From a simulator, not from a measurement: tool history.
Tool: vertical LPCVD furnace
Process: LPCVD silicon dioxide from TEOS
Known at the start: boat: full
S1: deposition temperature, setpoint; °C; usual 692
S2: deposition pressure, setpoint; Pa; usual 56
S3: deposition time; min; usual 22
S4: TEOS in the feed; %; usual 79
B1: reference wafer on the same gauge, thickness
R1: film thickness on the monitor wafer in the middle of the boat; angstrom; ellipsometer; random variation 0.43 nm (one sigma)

run   hour   S1    S2    S3  S4      B1      R1
  1      0  689    56    22  79   158.8  1848.6
      25.2  -- thermocouples replaced and temperature profile calibrated
  2   25.7  689    56    22  79  159.14  1677.8
  3   29.3  692    56    22  79  159.01  1812.7
  4     33  692    56    22  79  158.95    1805
  5   38.3  692    56    16  79  159.16    1316
  6   52.4  692    56    16  79  159.04  1322.1
  7   65.5  692    52    22  79  158.95  1745.4
      94.8  -- pressure gauge zeroed
  8   95.3  692    56    22  90  159.05  1943.1
  9   98.9  692    46    22  79  158.89  1639.5
 10  102.6  692    56    22  79  158.85  1810.8
 11  108.2  692    56    22  79  159.11  1818.1
     146.1  -- TEOS flow controller replaced
 12  146.6  692    56    25  79  158.78  2069.6
 13  150.3  703    56  30.5  79  159.08  3251.3
 14    154  692  48.7    22  69  159.03  1588.9
 15  161.8  699    56    22  79  159.24  2146.5
 16    175  688  44.7  19.5  94  159.01  1431.1
 17  190.7  702    56    22  63  159.21  2061.5
 18  238.5  692    56    22  73  159.01    1755
 19    256  692    56    30  75  159.01  2424.6
 20    267  692    56    22  79  158.96  1829.5
 21  276.5  692    56    27  79  158.96  2239.2
 22  283.9  692  68.7    22  79  159.03  2033.3
 23  296.5  692    46    22  89  158.93  1756.5
 24    303  698    56    22  79  158.95  2117.3
 25  316.5  692    56    18  79  158.92    1505
 26  328.3  692    64    22  85  158.87  2034.3
 27  339.8  692  50.7    22  79  158.98  1745.5
 28  357.4  692    56    22  79   159.1  1838.6
 29  369.9  692    56  19.5  79  158.86  1625.9
 30    382  692    56    22  79  159.09  1837.8
 31  393.8  689    56    22  79  159.06    1713

4 ways to go on from here, each from the tool as it stands after run 31. What would each give?
  A  397.6  692    56    22  86   ?   ?
  B  397.6  692    56    22  84   ?   ?
  C  397.6  692  67.3  26.5  88   ?   ?
  D  397.6  692    60  30.5  71   ?   ?

run      B1      R1
  A  158.95  1919.8
  B  158.95  1897.3
  C  158.95    2565
  D  158.95  2503.2
Without the tool's hidden state the same runs would have given:
run      R1
  A  1866.9
  B  1845.1
  C  2494.3
  D  2434.2

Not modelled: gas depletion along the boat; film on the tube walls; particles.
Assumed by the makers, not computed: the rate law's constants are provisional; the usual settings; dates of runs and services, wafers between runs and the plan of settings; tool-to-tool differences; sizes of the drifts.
